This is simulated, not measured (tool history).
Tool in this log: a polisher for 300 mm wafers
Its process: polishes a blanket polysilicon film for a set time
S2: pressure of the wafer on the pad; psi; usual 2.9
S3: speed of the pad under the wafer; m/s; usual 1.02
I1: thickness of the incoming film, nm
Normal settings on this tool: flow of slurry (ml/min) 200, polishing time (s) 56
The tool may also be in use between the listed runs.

run 1 hour=0 | flow_of_slurry_(ml/min)=200 S2=2.9 S3=1.02 polishing_time_(s)=56 | I1=1398.3 | film_removed_(nm)=495.7
run 2 hour=11.5 | flow_of_slurry_(ml/min)=200 S2=3.2 S3=1.02 polishing_time_(s)=56 | I1=1395.1 | film_removed_(nm)=549.6
-- hour=21.7 worn pad replaced by a new one
run 3 hour=22.2 | flow_of_slurry_(ml/min)=200 S2=3.2 S3=1.02 polishing_time_(s)=56 | I1=1400.1 | film_removed_(nm)=628.9
run 4 hour=28.4 | flow_of_slurry_(ml/min)=200 S2=3.2 S3=1.02 polishing_time_(s)=56 | I1=1408 | film_removed_(nm)=618.2
run 5 hour=34.6 | flow_of_slurry_(ml/min)=200 S2=2.9 S3=0.76 polishing_time_(s)=56 | I1=1410.8 | film_removed_(nm)=418.1
run 6 hour=43.5 | flow_of_slurry_(ml/min)=200 S2=2.9 S3=0.76 polishing_time_(s)=56 | I1=1391.4 | film_removed_(nm)=408.6
run 7 hour=52.1 | flow_of_slurry_(ml/min)=200 S2=2.9 S3=1.02 polishing_time_(s)=56 | I1=1398.7 | film_removed_(nm)=544
run 8 hour=63.6 | flow_of_slurry_(ml/min)=200 S2=2.9 S3=1.02 polishing_time_(s)=56 | I1=1380.9 | film_removed_(nm)=538.3
run 9 hour=78.4 | flow_of_slurry_(ml/min)=200 S2=2.9 S3=1.02 polishing_time_(s)=56 | I1=1412 | film_removed_(nm)=524.6
run 10 hour=89.8 | flow_of_slurry_(ml/min)=200 S2=2.9 S3=1.02 polishing_time_(s)=56 | I1=1398.6 | film_removed_(nm)=523.6
run 11 hour=101.1 | flow_of_slurry_(ml/min)=200 S2=2.9 S3=1.02 polishing_time_(s)=56 | I1=1369.3 | film_removed_(nm)=513.4
run 12 hour=107.2 | flow_of_slurry_(ml/min)=200 S2=2.9 S3=1.02 polishing_time_(s)=56 | I1=1415.9 | film_removed_(nm)=507.4
run 13 hour=117.1 | flow_of_slurry_(ml/min)=200 S2=2.9 S3=1.02 polishing_time_(s)=56 | I1=1401.2 | film_removed_(nm)=505.6
-- hour=126 worn pad replaced by a new one
run 14 hour=126.5 | flow_of_slurry_(ml/min)=200 S2=2.9 S3=1.02 polishing_time_(s)=56 | I1=1378 | film_removed_(nm)=566
run 15 hour=132.4 | flow_of_slurry_(ml/min)=200 S2=2.9 S3=1.02 polishing_time_(s)=56 | I1=1385.9 | film_removed_(nm)=561.7
run 16 hour=139.9 | flow_of_slurry_(ml/min)=235 S2=3.3 S3=1.36 polishing_time_(s)=56 | I1=1376.7 | film_removed_(nm)=864.9
run 17 hour=155.2 | flow_of_slurry_(ml/min)=200 S2=2.9 S3=0.84 polishing_time_(s)=56 | I1=1409.7 | film_removed_(nm)=456.6
run 18 hour=162.3 | flow_of_slurry_(ml/min)=200 S2=3.6 S3=0.9 polishing_time_(s)=43 | I1=1388.3 | film_removed_(nm)=451.4
run 19 hour=177.2 | flow_of_slurry_(ml/min)=265 S2=3.7 S3=0.86 polishing_time_(s)=38 | I1=1399.7 | film_removed_(nm)=405.6
run 20 hour=189.7 | flow_of_slurry_(ml/min)=200 S2=2.9 S3=0.82 polishing_time_(s)=39 | I1=1379.6 | film_removed_(nm)=298.6

Predict the results of run 21:
run 21 hour=199.7 | flow_of_slurry_(ml/min)=200 S2=2.9 S3=1.28 polishing_time_(s)=56 | I1=1371.7 | film_removed_(nm)=?

film removed (nm): 649.9
If the tool had no hidden condition, the same run with the same run-to-run variation would have returned film removed (nm) 709.7.

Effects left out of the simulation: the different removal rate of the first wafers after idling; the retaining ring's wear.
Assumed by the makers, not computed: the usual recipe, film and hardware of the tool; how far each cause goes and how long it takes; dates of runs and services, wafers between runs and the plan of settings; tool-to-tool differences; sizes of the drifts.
